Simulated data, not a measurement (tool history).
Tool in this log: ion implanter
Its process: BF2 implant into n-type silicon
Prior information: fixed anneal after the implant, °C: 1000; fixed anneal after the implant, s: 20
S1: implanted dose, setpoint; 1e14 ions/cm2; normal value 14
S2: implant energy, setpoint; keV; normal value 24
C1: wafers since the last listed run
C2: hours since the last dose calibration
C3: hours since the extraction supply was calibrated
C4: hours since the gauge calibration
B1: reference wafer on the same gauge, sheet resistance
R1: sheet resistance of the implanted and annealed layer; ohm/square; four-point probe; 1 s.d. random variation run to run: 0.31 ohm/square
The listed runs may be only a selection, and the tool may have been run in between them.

run	hour	S1	S2	C1	C2	C3	C4	B1	R1
1	0	14	24	0	573.5	3612.8	40.4	190.02	173.99
2	29.5	14	24	313	603	3642.3	69.9	190.04	174.05
3	79.1	14	24	526	652.6	3691.9	119.5	190.05	173.97
4	267.7	14	24	2002	841.2	3880.5	308.1	189.95	173.95
5	339.5	14	24	762	913	3952.3	379.9	190	173.57
6	406	15.33	24	706	979.5	4018.8	446.4	190.1	170.63
7	443.4	15.33	24	397	1016.9	4056.2	483.8	190.06	170.51
8	507.5	15.33	24	680	1081	4120.3	547.9	190.16	171.19
9	557.3	14	24	528	1130.8	4170.1	597.7	190.12	173.49
10	621.7	14	24	683	1195.2	4234.5	662.1	189.94	173.39
11	651.7	14	24	318	1225.2	4264.5	692.1	190.01	173.1
12	692.9	14	24	437	1266.4	4305.7	733.3	189.96	173.38
13	748.3	14	24	588	1321.8	4361.1	788.7	189.98	172.44
14	785.4	14	24	393	1358.9	4398.2	825.8	189.96	172.88
15	848.3	15.11	24	667	1421.8	4461.1	888.7	189.98	170.7
# hour 872.6: gauge calibrated
16	904.2	15.11	24	593	1477.7	4517	31.6	190.01	170.36
17	935.6	10.58	24	333	1509.1	4548.4	63	190.12	184.98
# hour 956.3: extraction supply calibrated
18	973.3	15.81	28	315	1546.8	17	100.7	189.94	159.44
19	1006	10.37	17.5	347	1579.5	49.7	133.4	190.04	215.83
20	1043.6	16.98	20.5	399	1617.1	87.3	171	189.9	183.54
# hour 1159.1: Faraday cup replaced and dose calibrated
21	1256	15.11	24	2170	96.9	299.7	383.4	189.96	172.69
22	1285.4	10.6	28.5	312	126.3	329.1	412.8	190.01	174.58
23	1327.9	14	24	451	168.8	371.6	455.3	190.02	175.56
24	1379.5	14	17	547	220.4	423.2	506.9	190.01	204.26
25	1414.9	14	24	375	255.8	458.6	542.3	189.98	175.42
26	1453.6	14	24	410	294.5	497.3	581	189.88	175.7
27	1488.4	10.22	20.5	369	329.3	532.1	615.8	189.97	202.13
28	1535.3	16.98	20.5	498	376.2	579	662.7	190.09	183.88
29	1583.4	17.75	27	510	424.3	627.1	710.8	190.12	160.15
30	1647.8	10.6	28.5	683	488.7	691.5	775.2	190.04	173.57
31	1672.5	15.13	18.5	262	513.4	716.2	799.9	189.88	195.47
# hour 1679.4: gauge calibrated
32	1705.1	14	20.5	346	546	748.8	25.7	189.92	188.55

For each run, what was the tool's unlogged condition?
deviation of the true dose from the Faraday cup's reading, %: 0 at every run
gauge reads high (%): 0 at every run
H1: deviation of the true energy from its setpoint, %
run	H1
1	1.88
2	1.92
3	1.99
4	2.26
5	2.37
6	2.47
7	2.52
8	2.62
9	2.7
10	2.8
11	2.85
12	2.92
13	3.01
14	3.07
15	3.17
16	3.27
17	3.32
18	0.0219
19	0.0223
20	0.0233
21	0.0388
22	0.0423
23	0.0479
24	0.0557
25	0.0615
26	0.0685
27	0.0753
28	0.0851
29	0.0961
30	0.112
31	0.119
32	0.128
